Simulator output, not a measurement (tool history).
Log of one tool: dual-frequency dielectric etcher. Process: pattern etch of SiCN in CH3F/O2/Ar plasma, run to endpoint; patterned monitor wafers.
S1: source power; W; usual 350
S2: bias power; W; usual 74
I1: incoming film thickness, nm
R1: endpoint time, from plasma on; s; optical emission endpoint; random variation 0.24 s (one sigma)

run    hour   S1  S2     I1    R1
  1     0.0  350  88  11.14  28.1
  2    48.6  350  69  11.18  32.0
  3   112.5  350  69  11.30  33.1
  4   173.2  350  74  11.27  31.4
  5   211.0  350  74  11.21  31.1
  6   241.6  350  74  11.19  30.9
      279.6  -- wet clean of the chamber
  7   280.1  350  78  11.22  30.0
  8   328.0  350  78  11.22  30.1
  9   382.3  350  78  11.16  30.1
 10   451.0  350  74  11.21  31.2
      528.6  -- upper electrode replaced
 11   529.1  350  74  11.09  30.7
 12   575.5  350  74  11.23  30.8
 13   602.8  390  74  11.21  29.8
 14   660.7  350  74  11.23  31.0
 15   697.4  350  66  11.17  32.8
      732.6  -- wet clean of the chamber
 16   741.9  350  74  11.36  31.3
 17   790.4  290  74  11.15  32.4
      814.7  -- source power generator calibrated
 18   824.7  280  59  11.22  37.6
      860.0  -- bias power generator calibrated
 19   886.9  350  63  11.20  33.2
 20   951.6  350  58  11.24  35.7
 21   976.8  290  69  11.21  33.6
 22  1027.0  350  74  11.25  30.2
 23  1076.2  420  56  11.21  34.4
 24  1113.2  350  86  11.15  27.4
 25  1158.3  350  91  11.26  27.2
 26  1198.1  350  74  11.15  30.2
 27  1236.6  300  62  11.25  35.7
     1290.3  -- wet clean of the chamber
     1291.3  -- bias power generator calibrated, repeated, since the last time left the tool worse
 28  1302.9  380  88  11.34  28.0
 29  1358.2  280  59  11.20  38.3
 30  1412.8  270  90  11.17  30.1
 31  1456.6  260  64  11.08  36.4
 32  1495.2  440  79  11.10  27.1
 33  1558.1  260  61  11.03  37.8
 34  1609.8  350  74  11.31  31.2

5 ways to go on from here, each from the tool as it stands after run 34. What would each give?
  A  1610.2  350  74  11.16   ?
  B  1610.2  400  91  11.16   ?
  C  1610.2  270  74  11.16   ?
  D  1610.2  390  69  11.16   ?
  E  1610.2  440  74  11.16   ?

run    R1
  A  31.2
  B  26.7
  C  33.8
  D  31.4
  E  29.0
Without the tool's hidden state the same runs would have given:
run    R1
  A  31.5
  B  26.9
  C  34.1
  D  31.7
  E  29.3

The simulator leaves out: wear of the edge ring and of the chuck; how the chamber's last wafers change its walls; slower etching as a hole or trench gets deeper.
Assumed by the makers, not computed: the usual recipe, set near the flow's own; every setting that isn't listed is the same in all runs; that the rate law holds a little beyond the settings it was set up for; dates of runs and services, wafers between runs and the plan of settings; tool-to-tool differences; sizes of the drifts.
